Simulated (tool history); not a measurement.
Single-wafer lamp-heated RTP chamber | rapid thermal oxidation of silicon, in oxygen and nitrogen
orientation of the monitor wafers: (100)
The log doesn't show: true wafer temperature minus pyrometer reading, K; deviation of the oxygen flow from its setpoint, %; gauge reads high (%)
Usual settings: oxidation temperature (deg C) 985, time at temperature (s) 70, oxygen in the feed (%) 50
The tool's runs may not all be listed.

| run | hour | oxidation temperature (deg C) | time at temperature (s) | oxygen in the feed (%) | wafers since the last listed run | wafers since the last pyrometer calibration | hours since the oxygen flow controller was replaced | hours since the gauge calibration | read-back reference wafer on the same gauge, thickness | oxide thickness on the monitor wafer (angstrom) |
|---|---|---|---|---|---|---|---|---|---|---|
| 1 | 0.0 | 985 | 70 | 50 | 0 | 4542 | 5279.9 | 206.2 | 3.669 | 44.54 |
| 2 | 25.0 | 985 | 70 | 50 | 336 | 4878 | 5304.9 | 231.2 | 3.670 | 44.62 |
| 3 | 52.9 | 985 | 70 | 50 | 375 | 5253 | 5332.8 | 259.1 | 3.670 | 44.61 |
| 4 | 71.8 | 985 | 70 | 50 | 254 | 5507 | 5351.7 | 278.0 | 3.671 | 44.63 |
| 5 | 97.7 | 985 | 61 | 50 | 348 | 5856 | 5377.6 | 303.9 | 3.674 | 42.28 |
|  | 106.7 | gauge calibrated |
| 6 | 116.4 | 985 | 61 | 50 | 251 | 6107 | 5396.3 | 9.7 | 3.670 | 42.18 |
| 7 | 131.5 | 985 | 61 | 50 | 203 | 6311 | 5411.4 | 24.8 | 3.669 | 42.27 |
| 8 | 160.9 | 985 | 70 | 39 | 395 | 6706 | 5440.8 | 54.2 | 3.670 | 41.23 |
| 9 | 183.3 | 985 | 70 | 39 | 301 | 7007 | 5463.2 | 76.6 | 3.670 | 41.33 |
|  | 210.5 | pyrometer window cleaned and pyrometer calibrated |
| 10 | 211.0 | 985 | 54 | 50 | 265 | 6 | 5490.9 | 104.3 | 3.667 | 40.11 |
| 11 | 225.9 | 985 | 70 | 34 | 200 | 207 | 5505.8 | 119.2 | 3.669 | 39.59 |
| 12 | 255.3 | 985 | 70 | 69 | 395 | 602 | 5535.2 | 148.6 | 3.671 | 49.62 |
| 13 | 285.8 | 985 | 70 | 50 | 410 | 1013 | 5565.7 | 179.1 | 3.669 | 44.32 |
| 14 | 301.6 | 985 | 70 | 50 | 212 | 1225 | 5581.5 | 194.9 | 3.666 | 44.74 |
| 15 | 335.3 | 985 | 70 | 50 | 453 | 1679 | 5615.2 | 228.6 | 3.670 | 44.51 |
| 16 | 355.5 | 965 | 57 | 50 | 271 | 1950 | 5635.4 | 248.8 | 3.671 | 36.00 |
|  | 380.1 | oxygen flow controller replaced |
| 17 | 380.6 | 958 | 97 | 66 | 230 | 2180 | 0.5 | 273.9 | 3.670 | 46.04 |
|  | 386.0 | gauge calibrated |
| 18 | 396.0 | 975 | 45 | 28 | 207 | 2388 | 15.9 | 10.0 | 3.669 | 30.30 |
| 19 | 421.4 | 985 | 80 | 50 | 341 | 2729 | 41.3 | 35.4 | 3.673 | 47.05 |
| 20 | 434.1 | 972 | 99 | 76 | 170 | 2900 | 54.0 | 48.1 | 3.669 | 53.94 |
| 21 | 448.1 | 995 | 92 | 39 | 188 | 3088 | 68.0 | 62.1 | 3.671 | 49.35 |
| 22 | 461.8 | 993 | 57 | 24 | 184 | 3273 | 81.7 | 75.8 | 3.671 | 34.93 |

Run 23 comes next. What will it give?
| 23 | 497.4 | 977 | 70 | 67 | 478 | 3752 | 117.3 | 111.4 | ? | ? |

{"run 23": {"read-back reference wafer on the same gauge, thickness": 3.67, "oxide thickness on the monitor wafer (angstrom)": 46.29}}
Without the tool's hidden state the same run would have given oxide thickness on the monitor wafer (angstrom) 46.29.

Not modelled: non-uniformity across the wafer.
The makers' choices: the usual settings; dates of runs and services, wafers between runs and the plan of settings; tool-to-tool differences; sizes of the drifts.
